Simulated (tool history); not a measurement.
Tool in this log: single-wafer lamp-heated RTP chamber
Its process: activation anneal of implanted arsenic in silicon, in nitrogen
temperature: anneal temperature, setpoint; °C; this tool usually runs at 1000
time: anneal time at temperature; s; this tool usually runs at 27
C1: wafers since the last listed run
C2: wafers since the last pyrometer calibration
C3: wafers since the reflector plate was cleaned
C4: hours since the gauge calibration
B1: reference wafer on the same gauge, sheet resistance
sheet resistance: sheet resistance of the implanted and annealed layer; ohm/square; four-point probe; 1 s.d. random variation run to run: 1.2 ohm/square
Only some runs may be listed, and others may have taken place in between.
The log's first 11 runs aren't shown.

run 12 hour=855.5 | temperature=1011 time=33 | C1=1033 C2=7764 C3=6489 C4=1069.4 | B1=506.11 | sheet_resistance=471.97
run 13 hour=894.0 | temperature=1000 time=16 | C1=669 C2=8434 C3=7159 C4=1107.9 | B1=506.09 | sheet_resistance=481.32
-- hour=931.7 pyrometer window cleaned and pyrometer calibrated
run 14 hour=977.1 | temperature=1000 time=27 | C1=1306 C2=790 C3=8466 C4=1191.0 | B1=505.73 | sheet_resistance=479.61
run 15 hour=1054.3 | temperature=1000 time=27 | C1=1343 C2=2133 C3=9810 C4=1268.2 | B1=506.44 | sheet_resistance=477.60
run 16 hour=1117.0 | temperature=1000 time=27 | C1=1091 C2=3224 C3=10901 C4=1330.9 | B1=505.83 | sheet_resistance=480.55
-- hour=1167.3 gauge calibrated
run 17 hour=1177.5 | temperature=1000 time=27 | C1=1052 C2=4277 C3=11954 C4=10.2 | B1=506.03 | sheet_resistance=477.67
-- hour=1250.8 reflector plate cleaned
run 18 hour=1259.4 | temperature=1030 time=33 | C1=1286 C2=5563 C3=149 C4=92.1 | B1=505.83 | sheet_resistance=467.13
run 19 hour=1328.0 | temperature=1029 time=27 | C1=1193 C2=6757 C3=1343 C4=160.7 | B1=506.25 | sheet_resistance=468.81
run 20 hour=1435.8 | temperature=1000 time=27 | C1=1875 C2=8633 C3=3219 C4=268.5 | B1=505.96 | sheet_resistance=476.24
-- hour=1462.1 pyrometer window cleaned and pyrometer calibrated
run 21 hour=1492.6 | temperature=991 time=27 | C1=849 C2=530 C3=4068 C4=325.3 | B1=506.09 | sheet_resistance=481.57
run 22 hour=1596.0 | temperature=1029 time=36 | C1=1799 C2=2329 C3=5868 C4=428.7 | B1=505.87 | sheet_resistance=463.22
run 23 hour=1676.1 | temperature=1017 time=42 | C1=1393 C2=3723 C3=7262 C4=508.8 | B1=505.72 | sheet_resistance=467.20
run 24 hour=1742.6 | temperature=1000 time=16 | C1=1157 C2=4880 C3=8419 C4=575.3 | B1=506.15 | sheet_resistance=483.12
run 25 hour=1785.5 | temperature=1000 time=43 | C1=746 C2=5627 C3=9165 C4=618.2 | B1=506.18 | sheet_resistance=473.60
run 26 hour=1831.1 | temperature=1000 time=27 | C1=793 C2=6421 C3=9959 C4=663.8 | B1=505.69 | sheet_resistance=475.56
-- hour=1921.7 reflector plate cleaned
run 27 hour=1933.3 | temperature=991 time=18 | C1=1639 C2=8060 C3=201 C4=766.0 | B1=505.64 | sheet_resistance=486.99
-- hour=1957.6 pyrometer window cleaned and pyrometer calibrated
run 28 hour=1976.8 | temperature=1018 time=35 | C1=617 C2=333 C3=819 C4=809.5 | B1=506.16 | sheet_resistance=469.48

Forecast run 29:
run 29 hour=2052.4 | temperature=1000 time=27 | C1=1315 C2=1649 C3=2135 C4=885.1 | B1=? | sheet_resistance=?

B1: 506.10
sheet resistance: 476.98 ohm/square
With no hidden state in the tool, this same run would have given sheet resistance 476.98 ohm/square.

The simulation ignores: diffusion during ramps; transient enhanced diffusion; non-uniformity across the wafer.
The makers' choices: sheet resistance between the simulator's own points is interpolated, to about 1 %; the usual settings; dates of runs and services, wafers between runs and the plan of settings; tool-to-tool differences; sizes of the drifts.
